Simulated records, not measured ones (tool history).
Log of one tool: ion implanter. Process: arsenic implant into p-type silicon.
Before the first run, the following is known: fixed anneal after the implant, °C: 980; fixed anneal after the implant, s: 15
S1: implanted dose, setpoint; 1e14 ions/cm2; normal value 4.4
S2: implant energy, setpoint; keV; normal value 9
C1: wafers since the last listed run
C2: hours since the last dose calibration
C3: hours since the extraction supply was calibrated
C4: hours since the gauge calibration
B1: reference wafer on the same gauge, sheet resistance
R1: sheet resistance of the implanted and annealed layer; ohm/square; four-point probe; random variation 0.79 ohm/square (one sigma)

run	hour	S1	S2	C1	C2	C3	C4	B1	R1
1	0	4.4	9	0	824.7	3126.5	116.1	293.96	248.64
2	35.9	4.4	9	603	860.6	3162.4	152	293.88	250.67
3	50.5	4.4	9	245	875.2	3177	166.6	294.15	249.03
4	83.4	4.92	9	553	908.1	3209.9	199.5	293.78	232.32
5	119.2	4.92	9	602	943.9	3245.7	235.3	293.95	233.45
6	140.7	4.4	9	361	965.4	3267.2	256.8	294.12	249.31
7	159.4	4.4	9	314	984.1	3285.9	275.5	293.81	248.38
8	178.2	4.4	9	316	1002.9	3304.7	294.3	293.95	248.72
9	207.6	4.4	9	494	1032.3	3334.1	323.7	293.9	249.82
10	227.1	4.4	9	327	1051.8	3353.6	343.2	293.94	248.76
11	240.7	4.4	9	228	1065.4	3367.2	356.8	294.19	249.75
12	273.7	4.4	9	555	1098.4	3400.2	389.8	293.89	250.31
13	288.5	4.4	9	248	1113.2	3415	404.6	294.17	248.55
14	311.1	4.4	9	380	1135.8	3437.6	427.2	294.05	248.12
15	393.3	4.4	9	1382	1218	3519.8	509.4	294.03	249.52
# hour 437.6: extraction supply calibrated
16	479.2	4.4	10	1310	1303.9	41.6	595.3	294.08	246.41
17	499.2	3.63	10.5	336	1323.9	61.6	615.3	294.29	278.56
# hour 518.8: gauge calibrated
18	528.1	4.4	9	486	1352.8	90.5	9.3	294	250.3
19	562.5	3.25	9	578	1387.2	124.9	43.7	294.3	307.62
20	595.3	5.07	10.5	551	1420	157.7	76.5	294.26	222.52
# hour 613.1: Faraday cup replaced and dose calibrated
21	630.7	3.21	11	460	17.6	193.1	111.9	294.11	316.81
22	648.4	4.4	9	297	35.3	210.8	129.6	293.79	257.01
23	667.6	4.4	9	322	54.5	230	148.8	293.98	256.17
24	702.8	4.4	9	592	89.7	265.2	184	293.96	255.2
25	730.9	3.71	11	472	117.8	293.3	212.1	293.78	281.04
26	792	5.43	9	1027	178.9	354.4	273.2	294.12	225.32

Predict the results of run 27:
27	825.2	3.58	11.5	558	212.1	387.6	306.4	?	?

{"run 27": {"B1": 294.04, "R1": 287.16}}
Minus the tool's unlogged condition, the same run would have read R1 290.12 ohm/square.

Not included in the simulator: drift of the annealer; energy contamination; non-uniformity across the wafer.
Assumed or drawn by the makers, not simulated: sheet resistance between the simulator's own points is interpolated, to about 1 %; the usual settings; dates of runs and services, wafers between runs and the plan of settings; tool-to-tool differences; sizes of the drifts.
